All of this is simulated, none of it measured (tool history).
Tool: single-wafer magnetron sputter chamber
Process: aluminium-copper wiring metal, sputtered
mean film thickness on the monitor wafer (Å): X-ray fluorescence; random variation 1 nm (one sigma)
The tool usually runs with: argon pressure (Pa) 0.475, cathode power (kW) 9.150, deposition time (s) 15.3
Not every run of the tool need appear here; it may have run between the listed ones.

run	hour	argon pressure (Pa)	cathode power (kW)	deposition time (s)	wafers since the last listed run	wafers on the sputter target	hours since the last manometer calibration	hours since the magnet pack was replaced	hours since the gauge calibration	read-back reference wafer on the same gauge, thickness_nm	mean film thickness on the monitor wafer (Å)
1	0.0	0.555	9.150	17.1	0	5998	988.1	9663.8	357.7	208.974	2116.26
2	68.7	0.418	9.150	15.3	1114	7113	1056.8	9732.5	426.4	208.806	1964.19
# hour 107.9: sputter target and shields replaced
3	109.3	0.475	9.150	15.3	528	22	1097.4	9773.1	467.0	208.608	2070.80
4	138.7	0.475	9.150	15.3	476	499	1126.8	9802.5	496.4	208.921	2043.19
5	177.0	0.475	9.150	15.3	621	1120	1165.1	9840.8	534.7	209.164	2026.20
6	235.0	0.475	9.150	15.3	941	2061	1223.1	9898.8	592.7	209.256	1982.96
7	276.4	0.475	9.150	15.3	671	2733	1264.5	9940.2	634.1	208.740	1973.82
8	311.1	0.475	9.150	15.3	562	3296	1299.2	9974.9	668.8	208.518	1954.91
9	359.2	0.475	9.150	15.3	780	4076	1347.3	10023.0	716.9	209.124	1970.96
# hour 373.3: capacitance manometer re-zeroed and calibrated
10	429.0	0.475	9.150	15.3	1002	5079	55.7	10092.8	786.7	208.903	1969.81
# hour 486.9: sputter target and shields replaced
# hour 606.6: gauge calibrated
11	626.9	0.475	9.150	15.3	3080	2271	253.6	10290.7	20.3	209.651	1778.55
12	663.9	0.475	9.150	15.3	600	2871	290.6	10327.7	57.3	208.859	1742.25
# hour 679.6: sputter target and shields replaced, repeated, since the last time left the tool worse
13	695.2	0.475	9.150	15.3	378	253	321.9	10359.0	88.6	208.993	2060.22
# hour 756.4: magnet pack replaced
14	756.9	0.542	9.150	15.3	871	1124	383.6	0.5	150.3	208.603	1998.73
15	820.2	0.475	9.150	15.3	1026	2151	446.9	63.8	213.6	208.992	1990.38
16	861.7	0.475	10.800	15.3	673	2825	488.4	105.3	255.1	208.640	2290.04
17	927.0	0.475	10.850	17.4	1059	3884	553.7	170.6	320.4	209.411	2600.60
18	965.0	0.475	11.300	13.8	616	4501	591.7	208.6	358.4	208.699	2104.15
19	1013.9	0.386	9.150	18.4	793	5294	640.6	257.5	407.3	209.019	2428.25
20	1064.0	0.386	9.150	15.3	812	6107	690.7	307.6	457.4	209.122	2010.57
21	1089.9	0.475	7.300	12.7	420	6527	716.6	333.5	483.3	208.979	1357.04
22	1152.6	0.418	9.150	15.3	1017	7544	779.3	396.2	546.0	208.950	1998.13

Alternative continuations, all from the tool just after run 22; predict every row:
A	1153.0	0.475	9.150	15.3	6	7551	779.7	396.6	546.4	?	?
B	1153.0	0.297	9.150	16.9	6	7551	779.7	396.6	546.4	?	?
C	1153.0	0.475	7.550	15.3	6	7551	779.7	396.6	546.4	?	?

run	read-back reference wafer on the same gauge, thickness_nm	mean film thickness on the monitor wafer (Å)
A	208.967	1938.37
B	208.967	2262.72
C	208.967	1658.41
What these runs would have given with no unlogged condition in the tool:
run	mean film thickness on the monitor wafer (Å)
A	2061.34
B	2406.27
C	1763.63

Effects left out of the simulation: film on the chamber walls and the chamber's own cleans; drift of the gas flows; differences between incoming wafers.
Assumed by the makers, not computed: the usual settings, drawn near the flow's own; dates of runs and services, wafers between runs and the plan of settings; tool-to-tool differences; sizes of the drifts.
